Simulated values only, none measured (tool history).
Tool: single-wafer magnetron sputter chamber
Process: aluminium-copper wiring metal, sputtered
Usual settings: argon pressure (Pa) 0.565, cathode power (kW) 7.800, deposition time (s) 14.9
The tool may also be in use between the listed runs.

run,hour,argon pressure (Pa),cathode power (kW),deposition time (s),"read-back reference wafer on the same gauge, thickness_nm",mean film thickness on the monitor wafer (angstrom)
1,0.0,0.692,7.800,12.8,220.973,1504.26
2,32.7,0.692,7.800,12.8,221.076,1490.37
3,65.1,0.692,7.800,12.8,221.063,1489.68
4,92.7,0.565,7.800,14.9,221.066,1854.67
5,105.6,0.565,7.800,14.9,220.896,1844.59
6,133.5,0.565,7.800,14.9,221.004,1850.87
7,162.9,0.565,7.800,14.9,220.845,1848.52
# hour 187.0: capacitance manometer re-zeroed and calibrated
8,187.5,0.565,7.800,14.9,221.071,1838.42
# hour 209.4: sputter target and shields replaced
9,210.3,0.565,6.400,14.9,221.115,1617.76
# hour 221.7: gauge calibrated
10,226.5,0.565,7.800,14.9,220.992,1870.24
11,254.6,0.565,7.800,14.9,220.945,1878.74
12,277.8,0.486,7.800,14.9,220.898,1954.11
13,291.9,0.565,7.800,14.9,220.966,1867.97
14,304.2,0.565,6.400,14.9,221.167,1605.45
15,328.7,0.387,7.050,14.9,221.086,1891.16
16,348.9,0.474,7.800,14.9,221.139,1953.92
17,363.8,0.670,6.450,12.7,221.124,1300.09
18,397.5,0.565,7.200,17.7,221.122,2058.96
# hour 414.5: magnet pack replaced
19,458.9,0.385,6.400,16.6,220.835,1958.85
20,490.5,0.732,9.550,14.9,220.943,1976.26
21,509.1,0.737,7.800,14.9,221.104,1681.24
# hour 509.3: gauge calibrated
# hour 534.2: sputter target and shields replaced
22,535.8,0.385,6.400,16.6,221.125,1980.58
23,569.7,0.683,8.750,14.9,221.126,1936.91

Hidden state or all else? Some run-to-run changes of mean film thickness on the monitor wafer (angstrom), split into what the settings, what came in and random variation would give without the hidden state, and what is left for the hidden state (with any gauge scatter that isn't in both results):
The hidden state here: deposition rate above that of a new target (%); true argon pressure above the setpoint (%); gauge reads high (%).
Run 8 -> 9: cathode power (kW) 7.800 -> 6.400, sputter target and shields replaced. mean film thickness on the monitor wafer (angstrom) -220.66: hidden state +39.26, all else -259.92.
Run 16 -> 17: argon pressure (Pa) 0.474 -> 0.670, cathode power (kW) 7.800 -> 6.450, deposition time (s) 14.9 -> 12.7. mean film thickness on the monitor wafer (angstrom) -653.83: hidden state +6.00, all else -659.83.
Run 17 -> 18: argon pressure (Pa) 0.670 -> 0.565, cathode power (kW) 6.450 -> 7.200, deposition time (s) 12.7 -> 17.7. mean film thickness on the monitor wafer (angstrom) +758.87: hidden state -15.19, all else +774.06.
Run 21 -> 22: argon pressure (Pa) 0.737 -> 0.385, cathode power (kW) 7.800 -> 6.400, deposition time (s) 14.9 -> 16.6, gauge calibrated, sputter target and shields replaced. mean film thickness on the monitor wafer (angstrom) +299.34: hidden state +39.78, all else +259.56.
